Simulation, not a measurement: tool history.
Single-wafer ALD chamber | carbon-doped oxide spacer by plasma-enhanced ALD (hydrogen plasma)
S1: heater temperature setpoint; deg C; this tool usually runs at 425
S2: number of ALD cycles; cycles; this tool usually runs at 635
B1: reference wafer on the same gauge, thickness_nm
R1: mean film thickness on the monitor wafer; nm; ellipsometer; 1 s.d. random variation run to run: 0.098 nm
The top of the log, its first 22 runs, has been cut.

| run | day | S1 | S2 | B1 | R1 |
|---|---|---|---|---|---|
| 23 | 61.308 | 420 | 599 | 33.463 | 28.747 |
| 24 | 64.554 | 425 | 691 | 33.513 | 32.588 |
| 25 | 66.233 | 412 | 635 | 33.486 | 31.243 |
| 26 | 70.604 | 439 | 760 | 33.503 | 34.315 |
| 27 | 72.379 | 439 | 603 | 33.561 | 27.200 |
| 28 | 74.825 | 425 | 737 | 33.545 | 34.801 |
| 29 | 77.729 | 439 | 635 | 33.609 | 28.763 |
| 30 | 80.683 | 411 | 568 | 33.693 | 28.116 |
| 31 | 82.575 | 437 | 564 | 33.638 | 25.730 |
| 32 | 84.950 | 440 | 537 | 33.700 | 24.186 |
| 33 | 87.496 | 435 | 635 | 33.673 | 29.160 |
|  | 89.892 | thermocouple changed; heater temperature recalibrated |
|  | 98.488 | gauge calibrated |
| 34 | 98.808 | 414 | 746 | 33.203 | 36.043 |
| 35 | 102.392 | 431 | 741 | 33.177 | 33.866 |
| 36 | 104.358 | 415 | 550 | 33.198 | 26.655 |
| 37 | 108.433 | 425 | 560 | 33.206 | 26.211 |
| 38 | 110.812 | 438 | 721 | 33.252 | 32.203 |
| 39 | 112.958 | 433 | 635 | 33.252 | 28.967 |
| 40 | 117.300 | 425 | 635 | 33.294 | 29.724 |
| 41 | 120.292 | 436 | 745 | 33.295 | 33.776 |
| 42 | 124.183 | 418 | 607 | 33.363 | 29.176 |

Predict the results of run 43:
| 43 | 128.638 | 425 | 522 | ? | ? |

B1: 33.399
R1: 24.614 nm
If the tool had no hidden condition, the same run with the same run-to-run variation would have returned R1 24.332 nm.
